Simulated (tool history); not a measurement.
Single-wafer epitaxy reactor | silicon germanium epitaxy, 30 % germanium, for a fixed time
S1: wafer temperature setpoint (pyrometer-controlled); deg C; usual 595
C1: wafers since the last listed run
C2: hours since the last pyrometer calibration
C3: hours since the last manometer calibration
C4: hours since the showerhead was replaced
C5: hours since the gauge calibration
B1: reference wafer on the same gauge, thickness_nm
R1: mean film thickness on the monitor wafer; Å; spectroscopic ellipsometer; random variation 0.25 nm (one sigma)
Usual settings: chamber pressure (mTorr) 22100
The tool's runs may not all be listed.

{"run": 1, "day": 0.0, "S1": 595, "chamber pressure (mTorr)": 22100, "C1": 0, "C2": 1863.0, "C3": 1813.1, "C4": 4318.4, "C5": 198.9, "B1": 49.059, "R1": 560.15}
{"run": 2, "day": 0.254, "S1": 595, "chamber pressure (mTorr)": 22100, "C1": 106, "C2": 1869.1, "C3": 1819.2, "C4": 4324.5, "C5": 205.0, "B1": 49.056, "R1": 566.61}
{"run": 3, "day": 0.546, "S1": 595, "chamber pressure (mTorr)": 22100, "C1": 122, "C2": 1876.1, "C3": 1826.2, "C4": 4331.5, "C5": 212.0, "B1": 49.097, "R1": 562.6}
{"run": 4, "day": 1.062, "S1": 606, "chamber pressure (mTorr)": 22100, "C1": 216, "C2": 1888.5, "C3": 1838.6, "C4": 4343.9, "C5": 224.4, "B1": 49.063, "R1": 707.05}
{"day": 1.138, "done": "gauge calibrated"}
{"run": 5, "day": 1.7, "S1": 606, "chamber pressure (mTorr)": 22100, "C1": 267, "C2": 1903.8, "C3": 1853.9, "C4": 4359.2, "C5": 13.5, "B1": 49.18, "R1": 709.55}
{"run": 6, "day": 1.954, "S1": 606, "chamber pressure (mTorr)": 22100, "C1": 106, "C2": 1909.9, "C3": 1860.0, "C4": 4365.3, "C5": 19.6, "B1": 49.095, "R1": 707.73}
{"run": 7, "day": 2.604, "S1": 595, "chamber pressure (mTorr)": 22100, "C1": 272, "C2": 1925.5, "C3": 1875.6, "C4": 4380.9, "C5": 35.2, "B1": 49.114, "R1": 566.3}
{"run": 8, "day": 3.138, "S1": 595, "chamber pressure (mTorr)": 22100, "C1": 223, "C2": 1938.3, "C3": 1888.4, "C4": 4393.7, "C5": 48.0, "B1": 49.168, "R1": 566.21}
{"run": 9, "day": 3.525, "S1": 595, "chamber pressure (mTorr)": 22100, "C1": 162, "C2": 1947.6, "C3": 1897.7, "C4": 4403.0, "C5": 57.3, "B1": 49.141, "R1": 570.45}
{"run": 10, "day": 4.192, "S1": 595, "chamber pressure (mTorr)": 22100, "C1": 279, "C2": 1963.6, "C3": 1913.7, "C4": 4419.0, "C5": 73.3, "B1": 49.172, "R1": 565.5}
{"run": 11, "day": 4.804, "S1": 595, "chamber pressure (mTorr)": 22100, "C1": 257, "C2": 1978.3, "C3": 1928.4, "C4": 4433.7, "C5": 88.0, "B1": 49.143, "R1": 561.86}
{"day": 5.358, "done": "capacitance manometer re-zeroed and calibrated"}
{"run": 12, "day": 5.45, "S1": 595, "chamber pressure (mTorr)": 22100, "C1": 131, "C2": 1993.8, "C3": 2.2, "C4": 4449.2, "C5": 103.5, "B1": 49.187, "R1": 564.88}
{"run": 13, "day": 5.95, "S1": 590, "chamber pressure (mTorr)": 22100, "C1": 209, "C2": 2005.8, "C3": 14.2, "C4": 4461.2, "C5": 115.5, "B1": 49.032, "R1": 506.7}
{"run": 14, "day": 6.646, "S1": 595, "chamber pressure (mTorr)": 22100, "C1": 292, "C2": 2022.5, "C3": 30.9, "C4": 4477.9, "C5": 132.2, "B1": 49.043, "R1": 567.29}
{"run": 15, "day": 7.379, "S1": 595, "chamber pressure (mTorr)": 22100, "C1": 307, "C2": 2040.1, "C3": 48.5, "C4": 4495.5, "C5": 149.8, "B1": 49.066, "R1": 567.15}
{"run": 16, "day": 7.829, "S1": 599, "chamber pressure (mTorr)": 24300, "C1": 188, "C2": 2050.9, "C3": 59.3, "C4": 4506.3, "C5": 160.6, "B1": 49.132, "R1": 631.35}
{"run": 17, "day": 8.354, "S1": 606, "chamber pressure (mTorr)": 24600, "C1": 220, "C2": 2063.5, "C3": 71.9, "C4": 4518.9, "C5": 173.2, "B1": 49.129, "R1": 733.56}
{"run": 18, "day": 8.758, "S1": 609, "chamber pressure (mTorr)": 18800, "C1": 169, "C2": 2073.2, "C3": 81.6, "C4": 4528.6, "C5": 182.9, "B1": 49.139, "R1": 714.23}
{"run": 19, "day": 9.054, "S1": 595, "chamber pressure (mTorr)": 22100, "C1": 124, "C2": 2080.3, "C3": 88.7, "C4": 4535.7, "C5": 190.0, "B1": 49.137, "R1": 562.1}
{"run": 20, "day": 9.508, "S1": 590, "chamber pressure (mTorr)": 20000, "C1": 190, "C2": 2091.2, "C3": 99.6, "C4": 4546.6, "C5": 200.9, "B1": 49.068, "R1": 491.94}
{"day": 10.15, "done": "gauge calibrated"}
{"day": 10.417, "done": "showerhead replaced"}
{"run": 21, "day": 10.438, "S1": 584, "chamber pressure (mTorr)": 17800, "C1": 250, "C2": 2113.5, "C3": 121.9, "C4": 0.5, "C5": 6.9, "B1": 49.036, "R1": 416.39}
{"run": 22, "day": 10.842, "S1": 590, "chamber pressure (mTorr)": 18400, "C1": 169, "C2": 2123.2, "C3": 131.6, "C4": 10.2, "C5": 16.6, "B1": 49.108, "R1": 479.74}
{"run": 23, "day": 11.15, "S1": 605, "chamber pressure (mTorr)": 18000, "C1": 129, "C2": 2130.6, "C3": 139.0, "C4": 17.6, "C5": 24.0, "B1": 49.058, "R1": 653.8}
{"day": 11.983, "done": "pyrometer calibrated"}
{"run": 24, "day": 12.004, "S1": 599, "chamber pressure (mTorr)": 26300, "C1": 218, "C2": 0.5, "C3": 159.5, "C4": 38.1, "C5": 44.5, "B1": 49.066, "R1": 650.83}
{"run": 25, "day": 12.021, "S1": 581, "chamber pressure (mTorr)": 22100, "C1": 6, "C2": 0.9, "C3": 159.9, "C4": 38.5, "C5": 44.9, "B1": 49.061, "R1": 419.5}
{"run": 26, "day": 12.383, "S1": 587, "chamber pressure (mTorr)": 25800, "C1": 152, "C2": 9.6, "C3": 168.6, "C4": 47.2, "C5": 53.6, "B1": 49.06, "R1": 504.94}
{"run": 27, "day": 13.096, "S1": 585, "chamber pressure (mTorr)": 25300, "C1": 299, "C2": 26.7, "C3": 185.7, "C4": 64.3, "C5": 70.7, "B1": 49.075, "R1": 477.7}
{"run": 28, "day": 14.075, "S1": 605, "chamber pressure (mTorr)": 25500, "C1": 410, "C2": 50.2, "C3": 209.2, "C4": 87.8, "C5": 94.2, "B1": 49.029, "R1": 733.43}
{"run": 29, "day": 14.679, "S1": 595, "chamber pressure (mTorr)": 19700, "C1": 253, "C2": 64.7, "C3": 223.7, "C4": 102.3, "C5": 108.7, "B1": 49.117, "R1": 542.25}
{"run": 30, "day": 15.15, "S1": 595, "chamber pressure (mTorr)": 22100, "C1": 197, "C2": 76.0, "C3": 235.0, "C4": 113.6, "C5": 120.0, "B1": 49.118, "R1": 564.18}
{"run": 31, "day": 15.712, "S1": 595, "chamber pressure (mTorr)": 22100, "C1": 236, "C2": 89.5, "C3": 248.5, "C4": 127.1, "C5": 133.5, "B1": 49.047, "R1": 564.96}

What the log doesn't show, run by run:
wafer temperature above the value expected at the setpoint (K): 0 in every run
true pressure above the setpoint (%): 0 in every run
gauge reads high (%): 0 in every run

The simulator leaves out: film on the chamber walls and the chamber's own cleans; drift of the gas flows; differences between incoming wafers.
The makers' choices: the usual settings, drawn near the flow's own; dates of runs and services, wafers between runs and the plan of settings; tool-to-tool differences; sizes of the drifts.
